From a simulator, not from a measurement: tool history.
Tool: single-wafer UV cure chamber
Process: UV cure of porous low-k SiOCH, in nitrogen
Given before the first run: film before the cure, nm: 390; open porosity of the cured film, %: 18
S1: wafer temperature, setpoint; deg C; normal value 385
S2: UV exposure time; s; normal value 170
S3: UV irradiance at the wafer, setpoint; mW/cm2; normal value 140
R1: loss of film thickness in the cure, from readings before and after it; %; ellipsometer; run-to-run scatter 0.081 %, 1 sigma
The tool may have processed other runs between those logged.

| run | hour | S1 | S2 | S3 | R1 |
|---|---|---|---|---|---|
| 1 | 0 | 385 | 170 | 140 | 8.46 |
| 2 | 9.2 | 385 | 200 | 140 | 8.966 |
| 3 | 24.8 | 385 | 200 | 140 | 8.965 |
| 4 | 32.5 | 385 | 140 | 140 | 7.714 |
| 5 | 49.1 | 385 | 140 | 140 | 7.547 |
| 6 | 58.9 | 385 | 95 | 140 | 6.111 |
| 7 | 66.1 | 385 | 170 | 140 | 8.373 |
| 8 | 74.5 | 385 | 240 | 140 | 9.638 |
| 9 | 90.4 | 385 | 240 | 140 | 9.579 |
| 10 | 103.8 | 385 | 240 | 140 | 9.538 |
| 11 | 113.4 | 385 | 170 | 140 | 8.18 |
| 12 | 127.2 | 385 | 170 | 140 | 8.037 |
| 13 | 142.4 | 385 | 170 | 140 | 8.068 |
|  | 182.7 | UV bulbs replaced |
| 14 | 183.2 | 385 | 170 | 140 | 9.906 |
| 15 | 193.1 | 385 | 170 | 113 | 9.106 |
| 16 | 204.5 | 385 | 170 | 113 | 9.115 |
| 17 | 221.6 | 396 | 90 | 140 | 7.434 |
| 18 | 229.3 | 385 | 170 | 109 | 8.892 |
| 19 | 239 | 385 | 170 | 140 | 9.857 |
|  | 248.1 | quartz window cleaned |
| 20 | 251.5 | 374 | 170 | 168 | 10.332 |
| 21 | 263.9 | 385 | 170 | 140 | 9.896 |
| 22 | 274.6 | 397 | 170 | 118 | 9.241 |
| 23 | 281.2 | 399 | 205 | 177 | 11.851 |
| 24 | 296.4 | 385 | 170 | 113 | 8.908 |
| 25 | 310.6 | 385 | 230 | 140 | 10.889 |
| 26 | 326.7 | 403 | 170 | 121 | 9.478 |
| 27 | 342.8 | 402 | 170 | 140 | 9.971 |
| 28 | 352.9 | 370 | 220 | 113 | 9.694 |
| 29 | 366.9 | 401 | 140 | 140 | 9.291 |
| 30 | 383.4 | 385 | 105 | 177 | 8.903 |
| 31 | 397.5 | 385 | 170 | 175 | 10.772 |
| 32 | 403.6 | 374 | 170 | 159 | 10.144 |
| 33 | 414.9 | 373 | 230 | 156 | 11.224 |

Hidden state, per run?
transmission lost against a clean window, %: 0, the same for each run
H1: lamp output below its setpoint, %
| run | H1 |
|---|---|
| 1 | 33 |
| 2 | 33.4 |
| 3 | 33.9 |
| 4 | 34.2 |
| 5 | 34.8 |
| 6 | 35.2 |
| 7 | 35.4 |
| 8 | 35.7 |
| 9 | 36.3 |
| 10 | 36.8 |
| 11 | 37.2 |
| 12 | 37.7 |
| 13 | 38.3 |
| 14 | 2.91 |
| 15 | 2.92 |
| 16 | 2.92 |
| 17 | 2.93 |
| 18 | 2.94 |
| 19 | 2.95 |
| 20 | 2.96 |
| 21 | 2.98 |
| 22 | 3 |
| 23 | 3.01 |
| 24 | 3.04 |
| 25 | 3.07 |
| 26 | 3.12 |
| 27 | 3.17 |
| 28 | 3.2 |
| 29 | 3.25 |
| 30 | 3.31 |
| 31 | 3.37 |
| 32 | 3.39 |
| 33 | 3.44 |

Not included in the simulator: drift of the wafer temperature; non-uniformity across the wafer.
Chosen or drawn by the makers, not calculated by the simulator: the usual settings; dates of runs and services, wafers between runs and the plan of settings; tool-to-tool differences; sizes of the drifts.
